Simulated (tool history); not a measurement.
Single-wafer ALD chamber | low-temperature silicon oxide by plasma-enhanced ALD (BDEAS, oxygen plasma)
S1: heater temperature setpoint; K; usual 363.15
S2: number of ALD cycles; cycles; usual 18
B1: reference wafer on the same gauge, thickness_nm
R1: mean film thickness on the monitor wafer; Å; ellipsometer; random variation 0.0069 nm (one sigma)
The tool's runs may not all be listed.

run	hour	S1	S2	B1	R1
1	0	363.15	18	2.287	24.52
2	63.9	363.15	18	2.293	24.51
3	123.3	363.15	18	2.29	24.38
4	191.3	370.15	18	2.287	24
5	281.8	370.15	18	2.288	23.88
# hour 345.9: thermocouple changed; heater temperature recalibrated
6	346.4	363.15	21	2.288	29.04
# hour 381.9: gauge calibrated
7	383.8	363.15	21	2.291	29.07
8	480.7	363.15	18	2.29	24.81
9	544.3	354.15	16	2.288	22.82
10	608.3	363.15	14	2.293	19.23
11	701.6	363.15	16	2.288	22.15
12	791.8	353.15	19	2.291	27.27
13	864.1	356.15	16	2.291	22.59
14	967.2	353.15	18	2.289	25.72
15	1057.5	363.15	18	2.289	24.77
16	1106.1	371.15	21	2.293	27.97

Forecast each of these 4 alternatives for the next run:
A	1106.5	363.15	18	?	?
B	1106.5	348.15	16	?	?
C	1106.5	376.15	15	?	?
D	1106.5	369.15	17	?	?

run	B1	R1
A	2.292	24.85
B	2.292	23.29
C	2.292	19.93
D	2.292	22.95
Without the tool's hidden state the same runs would have given:
run	R1
A	25.03
B	23.45
C	20
D	23.12
